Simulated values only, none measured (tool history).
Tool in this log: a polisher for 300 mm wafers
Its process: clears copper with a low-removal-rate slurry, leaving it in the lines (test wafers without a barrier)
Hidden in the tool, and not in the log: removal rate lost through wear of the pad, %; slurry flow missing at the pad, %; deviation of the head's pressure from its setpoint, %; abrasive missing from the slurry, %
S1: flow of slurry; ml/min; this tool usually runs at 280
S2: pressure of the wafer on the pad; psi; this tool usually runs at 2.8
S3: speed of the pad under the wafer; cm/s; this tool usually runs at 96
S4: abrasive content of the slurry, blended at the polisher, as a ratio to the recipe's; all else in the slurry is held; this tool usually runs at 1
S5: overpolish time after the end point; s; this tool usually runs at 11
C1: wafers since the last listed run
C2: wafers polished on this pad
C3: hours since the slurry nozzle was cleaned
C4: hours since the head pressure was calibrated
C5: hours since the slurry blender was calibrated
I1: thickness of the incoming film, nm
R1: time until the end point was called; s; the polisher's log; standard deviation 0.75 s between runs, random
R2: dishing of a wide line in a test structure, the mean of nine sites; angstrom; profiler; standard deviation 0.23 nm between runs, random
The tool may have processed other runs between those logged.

{"run": 1, "hour": 0.0, "S1": 280, "S2": 2.8, "S3": 96, "S4": 1, "S5": 11, "C1": 0, "C2": 983, "C3": 505.3, "C4": 476.9, "C5": 331.3, "I1": 288.4, "R1": 88.5, "R2": 192}
{"hour": 34.7, "done": "slurry nozzle cleaned"}
{"run": 2, "hour": 63.6, "S1": 280, "S2": 2.8, "S3": 96, "S4": 1, "S5": 11, "C1": 373, "C2": 1357, "C3": 28.9, "C4": 540.5, "C5": 394.9, "I1": 287.6, "R1": 90.2, "R2": 193}
{"hour": 92.3, "done": "slurry blender recalibrated"}
{"run": 3, "hour": 129.2, "S1": 280, "S2": 2.8, "S3": 96, "S4": 1, "S5": 11, "C1": 379, "C2": 1737, "C3": 94.5, "C4": 606.1, "C5": 36.9, "I1": 290, "R1": 89.1, "R2": 193}
{"run": 4, "hour": 159.3, "S1": 280, "S2": 2.8, "S3": 96, "S4": 1, "S5": 11, "C1": 179, "C2": 1916, "C3": 124.6, "C4": 636.2, "C5": 67, "I1": 287.2, "R1": 89.5, "R2": 189}
{"run": 5, "hour": 211.7, "S1": 280, "S2": 2.8, "S3": 96, "S4": 1, "S5": 11, "C1": 312, "C2": 2229, "C3": 177, "C4": 688.6, "C5": 119.4, "I1": 287.7, "R1": 88.6, "R2": 189}
{"run": 6, "hour": 256.2, "S1": 280, "S2": 2.8, "S3": 114, "S4": 1.1, "S5": 8, "C1": 265, "C2": 2495, "C3": 221.5, "C4": 733.1, "C5": 163.9, "I1": 295.1, "R1": 76.1, "R2": 175}
{"run": 7, "hour": 321.2, "S1": 210, "S2": 2.8, "S3": 96, "S4": 1.2, "S5": 11, "C1": 388, "C2": 2883, "C3": 286.5, "C4": 798.1, "C5": 228.9, "I1": 286.4, "R1": 89.7, "R2": 190}
{"hour": 334.1, "done": "worn pad replaced by a new one"}
{"run": 8, "hour": 376.7, "S1": 315, "S2": 2.8, "S3": 78, "S4": 1, "S5": 17, "C1": 307, "C2": 254, "C3": 342, "C4": 853.6, "C5": 284.4, "I1": 290.7, "R1": 111.1, "R2": 227}
{"hour": 404.4, "done": "head pressure recalibrated"}
{"run": 9, "hour": 409.8, "S1": 280, "S2": 2.2, "S3": 96, "S4": 0.85, "S5": 14, "C1": 185, "C2": 440, "C3": 375.1, "C4": 5.4, "C5": 317.5, "I1": 292.8, "R1": 119.2, "R2": 185}
{"hour": 443.5, "done": "slurry nozzle cleaned"}
{"run": 10, "hour": 468.4, "S1": 280, "S2": 3.3, "S3": 78, "S4": 1, "S5": 11, "C1": 343, "C2": 783, "C3": 24.9, "C4": 64, "C5": 376.1, "I1": 289.7, "R1": 93.9, "R2": 185}
{"run": 11, "hour": 494.7, "S1": 280, "S2": 2.8, "S3": 96, "S4": 1, "S5": 11, "C1": 157, "C2": 941, "C3": 51.2, "C4": 90.3, "C5": 402.4, "I1": 290.4, "R1": 91.1, "R2": 190}
{"hour": 508.6, "done": "slurry blender recalibrated"}
{"run": 12, "hour": 538.3, "S1": 280, "S2": 2.8, "S3": 114, "S4": 1, "S5": 11, "C1": 248, "C2": 1189, "C3": 94.8, "C4": 133.9, "C5": 29.7, "I1": 291.9, "R1": 77, "R2": 218}
{"run": 13, "hour": 609.0, "S1": 280, "S2": 2.8, "S3": 96, "S4": 1, "S5": 11, "C1": 422, "C2": 1611, "C3": 165.5, "C4": 204.6, "C5": 100.4, "I1": 292.1, "R1": 91.6, "R2": 190}
{"run": 14, "hour": 659.0, "S1": 280, "S2": 2.8, "S3": 96, "S4": 1, "S5": 11, "C1": 298, "C2": 1910, "C3": 215.5, "C4": 254.6, "C5": 150.4, "I1": 293.8, "R1": 91.7, "R2": 188}
{"run": 15, "hour": 722.8, "S1": 280, "S2": 2.8, "S3": 96, "S4": 1, "S5": 11, "C1": 380, "C2": 2290, "C3": 279.3, "C4": 318.4, "C5": 214.2, "I1": 293.1, "R1": 91.3, "R2": 193}
{"run": 16, "hour": 765.5, "S1": 365, "S2": 2.8, "S3": 104, "S4": 1, "S5": 11, "C1": 254, "C2": 2545, "C3": 322, "C4": 361.1, "C5": 256.9, "I1": 289.6, "R1": 80.9, "R2": 207}
{"run": 17, "hour": 816.6, "S1": 280, "S2": 2.8, "S3": 86, "S4": 1, "S5": 15, "C1": 305, "C2": 2850, "C3": 373.1, "C4": 412.2, "C5": 308, "I1": 289.6, "R1": 100.4, "R2": 215}
{"hour": 830.1, "done": "worn pad replaced by a new one"}
{"hour": 860.0, "done": "slurry nozzle cleaned"}
{"run": 18, "hour": 871.7, "S1": 280, "S2": 2.8, "S3": 96, "S4": 0.8, "S5": 11, "C1": 299, "C2": 242, "C3": 11.7, "C4": 467.3, "C5": 363.1, "I1": 295.1, "R1": 95.7, "R2": 188}
{"run": 19, "hour": 909.1, "S1": 280, "S2": 2.8, "S3": 106, "S4": 1, "S5": 6, "C1": 223, "C2": 465, "C3": 49.1, "C4": 504.7, "C5": 400.5, "I1": 291.9, "R1": 82.4, "R2": 130}
{"run": 20, "hour": 937.4, "S1": 315, "S2": 2.8, "S3": 78, "S4": 1, "S5": 17, "C1": 168, "C2": 634, "C3": 77.4, "C4": 533, "C5": 428.8, "I1": 291.3, "R1": 109.6, "R2": 223}
{"hour": 958.3, "done": "slurry blender recalibrated"}
{"run": 21, "hour": 971.7, "S1": 325, "S2": 2.1, "S3": 120, "S4": 1, "S5": 16, "C1": 192, "C2": 827, "C3": 111.7, "C4": 567.3, "C5": 13.4, "I1": 294.1, "R1": 96.9, "R2": 232}
{"run": 22, "hour": 1017.4, "S1": 280, "S2": 2.8, "S3": 96, "S4": 1, "S5": 11, "C1": 272, "C2": 1100, "C3": 157.4, "C4": 613, "C5": 59.1, "I1": 285.8, "R1": 89.3, "R2": 191}
{"run": 23, "hour": 1049.7, "S1": 280, "S2": 2.8, "S3": 68, "S4": 1.3, "S5": 11, "C1": 192, "C2": 1293, "C3": 189.7, "C4": 645.3, "C5": 91.4, "I1": 289.1, "R1": 119.8, "R2": 152}
{"run": 24, "hour": 1197.4, "S1": 200, "S2": 2, "S3": 82, "S4": 1, "S5": 11, "C1": 881, "C2": 2174, "C3": 337.4, "C4": 793, "C5": 239.1, "I1": 292.3, "R1": 155.4, "R2": 128}
{"hour": 1201.0, "done": "head pressure recalibrated"}
{"run": 25, "hour": 1221.9, "S1": 205, "S2": 2.8, "S3": 96, "S4": 1, "S5": 9, "C1": 134, "C2": 2309, "C3": 361.9, "C4": 20.9, "C5": 263.6, "I1": 293.6, "R1": 95.5, "R2": 161}
{"run": 26, "hour": 1311.1, "S1": 280, "S2": 2.5, "S3": 96, "S4": 1.1, "S5": 11, "C1": 532, "C2": 2841, "C3": 451.1, "C4": 110.1, "C5": 352.8, "I1": 292.5, "R1": 100.3, "R2": 177}
{"hour": 1332.5, "done": "worn pad replaced by a new one"}
{"hour": 1368.0, "done": "slurry nozzle cleaned"}
{"run": 27, "hour": 1375.4, "S1": 280, "S2": 2.8, "S3": 96, "S4": 0.85, "S5": 11, "C1": 354, "C2": 250, "C3": 7.4, "C4": 174.4, "C5": 417.1, "I1": 289.5, "R1": 93.5, "R2": 188}

Hidden state, per run?
removal rate lost through wear of the pad, %: 0 on each run
slurry flow missing at the pad, %: 0 on each run
deviation of the head's pressure from its setpoint, %: 0 on each run
abrasive missing from the slurry, %: 0 on each run
